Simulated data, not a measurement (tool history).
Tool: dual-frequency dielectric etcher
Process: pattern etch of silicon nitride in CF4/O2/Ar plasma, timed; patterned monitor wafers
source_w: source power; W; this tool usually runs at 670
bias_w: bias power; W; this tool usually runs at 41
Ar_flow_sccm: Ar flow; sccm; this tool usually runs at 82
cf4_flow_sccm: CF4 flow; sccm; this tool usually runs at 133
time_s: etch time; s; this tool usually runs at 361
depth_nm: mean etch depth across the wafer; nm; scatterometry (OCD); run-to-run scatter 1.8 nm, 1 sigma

run	hour	source_w	bias_w	Ar_flow_sccm	cf4_flow_sccm	time_s	read-back reference wafer on the same gauge, depth_nm	depth_nm
1	0	670	41	88	133	361	725.2	814.9
# hour 56.3: gauge calibrated
2	59.7	670	41	88	133	361	725.7	813.1
# hour 88.7: CF4 flow controller replaced
3	149.1	670	41	82	133	361	724.4	822.5
# hour 191.3: bias power generator calibrated
4	253.3	670	41	82	133	361	724.8	850.1
5	334.7	670	41	74	133	361	724.4	864.6
6	402	670	41	82	133	361	724.9	848.7
# hour 473.9: wet clean of the chamber
7	482.9	590	41	82	133	361	724.6	677.1
8	566.6	750	41	82	133	361	725.5	1016.6
9	637.2	670	41	82	133	361	725.1	849.4
10	704.1	670	41	82	133	361	724.8	846.4
# hour 776.3: source power generator calibrated
11	779.7	670	41	82	108	361	725.2	822.9
12	816.5	800	41	64	101	361	724.9	1131.3
13	870.3	670	41	82	133	361	725.9	850.4
# hour 995.5: wet clean of the chamber
14	996	780	41	95	133	274	724.7	792.1
15	1054.5	670	50	99	133	361	725	912.2
16	1138.6	610	49	82	133	361	724.5	786.3
17	1193.2	590	41	65	133	361	724.4	701.7
18	1229.9	810	41	82	133	361	724.2	1134.3
19	1336.2	570	50	82	133	361	724.8	702.2
20	1372.3	670	41	82	133	361	725.3	843
21	1444.1	570	37	67	133	361	725	615.9
22	1550.8	670	41	82	133	361	725.3	840.4

Consider 3 possible next runs. They are alternatives, not a sequence: every one starts from the tool as it was left by run 22. What does each give?
A	1551.3	670	41	82	151	361	?	?
B	1551.3	740	37	82	133	361	?	?
C	1551.3	670	41	97	121	429	?	?

run	read-back reference wafer on the same gauge, depth_nm	depth_nm
A	724.5	856.8
B	724.5	937.8
C	724.5	958.6
Take away the tool's hidden state, keep each run's random variation, and the runs would have read:
run	depth_nm
A	862.2
B	943.3
C	965

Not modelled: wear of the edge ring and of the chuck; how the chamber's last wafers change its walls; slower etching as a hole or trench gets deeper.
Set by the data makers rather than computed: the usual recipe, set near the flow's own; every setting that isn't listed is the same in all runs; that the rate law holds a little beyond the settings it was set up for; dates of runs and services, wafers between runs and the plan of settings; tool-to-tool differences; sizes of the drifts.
